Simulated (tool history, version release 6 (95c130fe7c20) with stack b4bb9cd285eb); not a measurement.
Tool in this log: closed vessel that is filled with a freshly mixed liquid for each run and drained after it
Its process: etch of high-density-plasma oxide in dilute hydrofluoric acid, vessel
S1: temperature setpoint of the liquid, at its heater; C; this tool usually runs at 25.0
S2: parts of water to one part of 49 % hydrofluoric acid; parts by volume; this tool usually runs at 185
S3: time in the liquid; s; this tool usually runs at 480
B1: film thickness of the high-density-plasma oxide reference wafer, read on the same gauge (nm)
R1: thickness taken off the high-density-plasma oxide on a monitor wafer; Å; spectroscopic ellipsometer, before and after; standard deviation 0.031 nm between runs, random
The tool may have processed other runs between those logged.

run,hour,S1,S2,S3,B1,R1
1,0.0,25.0,185,480,59.98,149.0
2,6.5,25.0,185,480,60.03,148.8
3,20.3,25.0,185,480,59.97,149.2
4,32.8,25.0,185,480,60.00,149.8
5,45.6,25.0,185,480,60.00,149.5
6,55.7,25.0,185,480,59.97,150.0
7,72.5,25.0,185,480,60.03,149.7
8,78.5,25.0,185,480,60.00,150.3
# hour 87.0: gauge calibrated
9,93.6,25.0,185,480,60.04,150.3
10,109.6,25.0,185,480,59.96,150.3
11,124.6,20.5,185,480,60.00,126.2
12,138.6,25.0,185,480,60.02,151.0
# hour 140.6: hydrofluoric acid flow meter replaced
13,151.8,25.0,185,665,60.06,200.1
# hour 159.4: thermometer replaced
14,164.7,25.0,185,285,60.01,93.3
15,173.4,25.0,235,480,60.02,117.0
16,186.4,26.5,255,690,59.97,160.7
17,202.5,28.0,130,480,59.98,267.1
18,208.6,25.0,235,480,60.02,117.7

Predict each of these 5 candidate next runs independently; none follows another, all start after run 18:
A,209.4,25.0,160,480,?,?
B,209.4,25.0,155,480,?,?
C,209.4,21.5,145,480,?,?
D,209.4,27.5,185,285,?,?
E,209.4,28.5,185,480,?,?

run,B1,R1
A,60.02,186.5
B,60.02,193.6
C,60.02,182.8
D,60.02,102.0
E,60.02,178.1
What these runs would have given with no unlogged condition in the tool:
run,R1
A,185.2
B,192.3
C,181.6
D,101.2
E,176.7
